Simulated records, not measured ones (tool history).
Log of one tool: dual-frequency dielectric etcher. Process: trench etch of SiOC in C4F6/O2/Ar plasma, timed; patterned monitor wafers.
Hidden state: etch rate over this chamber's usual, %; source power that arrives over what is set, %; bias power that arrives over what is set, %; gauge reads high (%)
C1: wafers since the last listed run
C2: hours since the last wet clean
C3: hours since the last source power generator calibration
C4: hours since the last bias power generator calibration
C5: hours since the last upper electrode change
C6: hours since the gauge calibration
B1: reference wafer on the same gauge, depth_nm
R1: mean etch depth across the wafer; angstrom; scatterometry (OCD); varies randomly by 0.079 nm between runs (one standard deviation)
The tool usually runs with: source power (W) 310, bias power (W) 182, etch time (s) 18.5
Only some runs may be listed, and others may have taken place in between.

run 1 day=0 | source_power_(W)=310 bias_power_(W)=182 etch_time_(s)=18.5 | C1=0 C2=460.3 C3=1868.7 C4=1596.2 C5=1628.9 C6=561.1 | B1=39.46 | R1=366
-- day=2.092 wet clean of the chamber
run 2 day=2.658 | source_power_(W)=310 bias_power_(W)=182 etch_time_(s)=18.5 | C1=391 C2=13.6 C3=1932.5 C4=1660 C5=1692.7 C6=624.9 | B1=39.38 | R1=365.9
run 3 day=5.612 | source_power_(W)=310 bias_power_(W)=182 etch_time_(s)=18.5 | C1=697 C2=84.5 C3=2003.4 C4=1730.9 C5=1763.6 C6=695.8 | B1=39.4 | R1=366.6
run 4 day=7.75 | source_power_(W)=310 bias_power_(W)=182 etch_time_(s)=18.5 | C1=504 C2=135.8 C3=2054.7 C4=1782.2 C5=1814.9 C6=747.1 | B1=39.38 | R1=366.8
run 5 day=9.658 | source_power_(W)=310 bias_power_(W)=182 etch_time_(s)=18.5 | C1=450 C2=181.6 C3=2100.5 C4=1828 C5=1860.7 C6=792.9 | B1=39.43 | R1=367.2
run 6 day=11.904 | source_power_(W)=310 bias_power_(W)=182 etch_time_(s)=18.5 | C1=530 C2=235.5 C3=2154.4 C4=1881.9 C5=1914.6 C6=846.8 | B1=39.43 | R1=366.3
run 7 day=14.262 | source_power_(W)=310 bias_power_(W)=182 etch_time_(s)=18.5 | C1=556 C2=292.1 C3=2211 C4=1938.5 C5=1971.2 C6=903.4 | B1=39.42 | R1=366.5
run 8 day=16.462 | source_power_(W)=310 bias_power_(W)=161 etch_time_(s)=18.5 | C1=519 C2=344.9 C3=2263.8 C4=1991.3 C5=2024 C6=956.2 | B1=39.43 | R1=359.6
run 9 day=17.654 | source_power_(W)=310 bias_power_(W)=161 etch_time_(s)=18.5 | C1=281 C2=373.5 C3=2292.4 C4=2019.9 C5=2052.6 C6=984.8 | B1=39.44 | R1=360
run 10 day=25.683 | source_power_(W)=310 bias_power_(W)=182 etch_time_(s)=18.5 | C1=1896 C2=566.2 C3=2485.1 C4=2212.6 C5=2245.3 C6=1177.5 | B1=39.4 | R1=366.7
-- day=26.938 gauge calibrated
-- day=27.433 wet clean of the chamber
run 11 day=27.688 | source_power_(W)=310 bias_power_(W)=182 etch_time_(s)=15 | C1=237 C2=6.1 C3=2533.2 C4=2260.7 C5=2293.4 C6=18 | B1=39.38 | R1=297.7
run 12 day=30.154 | source_power_(W)=310 bias_power_(W)=182 etch_time_(s)=15 | C1=582 C2=65.3 C3=2592.4 C4=2319.9 C5=2352.6 C6=77.2 | B1=39.39 | R1=297.5
-- day=31.225 upper electrode replaced, of another model than before
run 13 day=32.033 | source_power_(W)=310 bias_power_(W)=182 etch_time_(s)=15 | C1=207 C2=110.4 C3=2637.5 C4=2365 C5=19.4 C6=122.3 | B1=39.41 | R1=301
-- day=34.346 source power generator calibrated
run 14 day=34.367 | source_power_(W)=310 bias_power_(W)=182 etch_time_(s)=18.5 | C1=511 C2=166.4 C3=0.5 C4=2421 C5=75.4 C6=178.3 | B1=39.38 | R1=361.1
run 15 day=37.183 | source_power_(W)=310 bias_power_(W)=182 etch_time_(s)=14.5 | C1=665 C2=234 C3=68.1 C4=2488.6 C5=143 C6=245.9 | B1=39.36 | R1=284.3
run 16 day=40.054 | source_power_(W)=310 bias_power_(W)=182 etch_time_(s)=18.5 | C1=677 C2=302.9 C3=137 C4=2557.5 C5=211.9 C6=314.8 | B1=39.37 | R1=361.8
run 17 day=42.396 | source_power_(W)=280 bias_power_(W)=156 etch_time_(s)=23.5 | C1=553 C2=359.1 C3=193.2 C4=2613.7 C5=268.1 C6=371 | B1=39.36 | R1=418.8
run 18 day=44.504 | source_power_(W)=260 bias_power_(W)=182 etch_time_(s)=18.5 | C1=497 C2=409.7 C3=243.8 C4=2664.3 C5=318.7 C6=421.6 | B1=39.37 | R1=329.6
-- day=48.475 wet clean of the chamber
run 19 day=50.058 | source_power_(W)=360 bias_power_(W)=196 etch_time_(s)=15 | C1=1075 C2=38 C3=377.1 C4=2797.6 C5=452 C6=554.9 | B1=39.42 | R1=322.8
run 20 day=52.517 | source_power_(W)=350 bias_power_(W)=157 etch_time_(s)=23 | C1=580 C2=97 C3=436.1 C4=2856.6 C5=511 C6=613.9 | B1=39.4 | R1=461.6
-- day=53.525 bias power generator calibrated
run 21 day=54.946 | source_power_(W)=340 bias_power_(W)=149 etch_time_(s)=22 | C1=534 C2=155.3 C3=494.4 C4=34.1 C5=569.3 C6=672.2 | B1=39.42 | R1=429.7
run 22 day=56.8 | source_power_(W)=330 bias_power_(W)=182 etch_time_(s)=20.5 | C1=437 C2=199.8 C3=538.9 C4=78.6 C5=613.8 C6=716.7 | B1=39.34 | R1=417
run 23 day=59.771 | source_power_(W)=310 bias_power_(W)=145 etch_time_(s)=18.5 | C1=701 C2=271.1 C3=610.2 C4=149.9 C5=685.1 C6=788 | B1=39.4 | R1=342.6
run 24 day=61.162 | source_power_(W)=310 bias_power_(W)=197 etch_time_(s)=15.5 | C1=328 C2=304.5 C3=643.6 C4=183.3 C5=718.5 C6=821.4 | B1=39.41 | R1=312.7
run 25 day=62.838 | source_power_(W)=310 bias_power_(W)=182 etch_time_(s)=18.5 | C1=395 C2=344.7 C3=683.8 C4=223.5 C5=758.7 C6=861.6 | B1=39.42 | R1=364.6
run 26 day=64.583 | source_power_(W)=310 bias_power_(W)=220 etch_time_(s)=18.5 | C1=412 C2=386.6 C3=725.7 C4=265.4 C5=800.6 C6=903.5 | B1=39.38 | R1=384.9
run 27 day=66.008 | source_power_(W)=310 bias_power_(W)=182 etch_time_(s)=18.5 | C1=336 C2=420.8 C3=759.9 C4=299.6 C5=834.8 C6=937.7 | B1=39.39 | R1=363.3
run 28 day=67.438 | source_power_(W)=260 bias_power_(W)=166 etch_time_(s)=16 | C1=337 C2=455.1 C3=794.2 C4=333.9 C5=869.1 C6=972 | B1=39.4 | R1=280.2

Here are 4 independent what-if runs from the current tool condition. What would each one return?
run A day=67.454 | source_power_(W)=310 bias_power_(W)=182 etch_time_(s)=18.5 | C1=3 C2=455.5 C3=794.6 C4=334.3 C5=869.5 C6=972.4 | B1=? | R1=?
run B day=67.454 | source_power_(W)=350 bias_power_(W)=220 etch_time_(s)=18.5 | C1=3 C2=455.5 C3=794.6 C4=334.3 C5=869.5 C6=972.4 | B1=? | R1=?
run C day=67.454 | source_power_(W)=310 bias_power_(W)=138 etch_time_(s)=18.5 | C1=3 C2=455.5 C3=794.6 C4=334.3 C5=869.5 C6=972.4 | B1=? | R1=?
run D day=67.454 | source_power_(W)=230 bias_power_(W)=209 etch_time_(s)=20 | C1=3 C2=455.5 C3=794.6 C4=334.3 C5=869.5 C6=972.4 | B1=? | R1=?

run=A B1=39.42 R1=364.2
run=B B1=39.42 R1=408.5
run=C B1=39.42 R1=338.9
run=D B1=39.42 R1=347.8
With no hidden state in the tool, these same runs would have given:
run=A R1=361.4
run=B R1=405.3
run=C R1=336.2
run=D R1=345.1

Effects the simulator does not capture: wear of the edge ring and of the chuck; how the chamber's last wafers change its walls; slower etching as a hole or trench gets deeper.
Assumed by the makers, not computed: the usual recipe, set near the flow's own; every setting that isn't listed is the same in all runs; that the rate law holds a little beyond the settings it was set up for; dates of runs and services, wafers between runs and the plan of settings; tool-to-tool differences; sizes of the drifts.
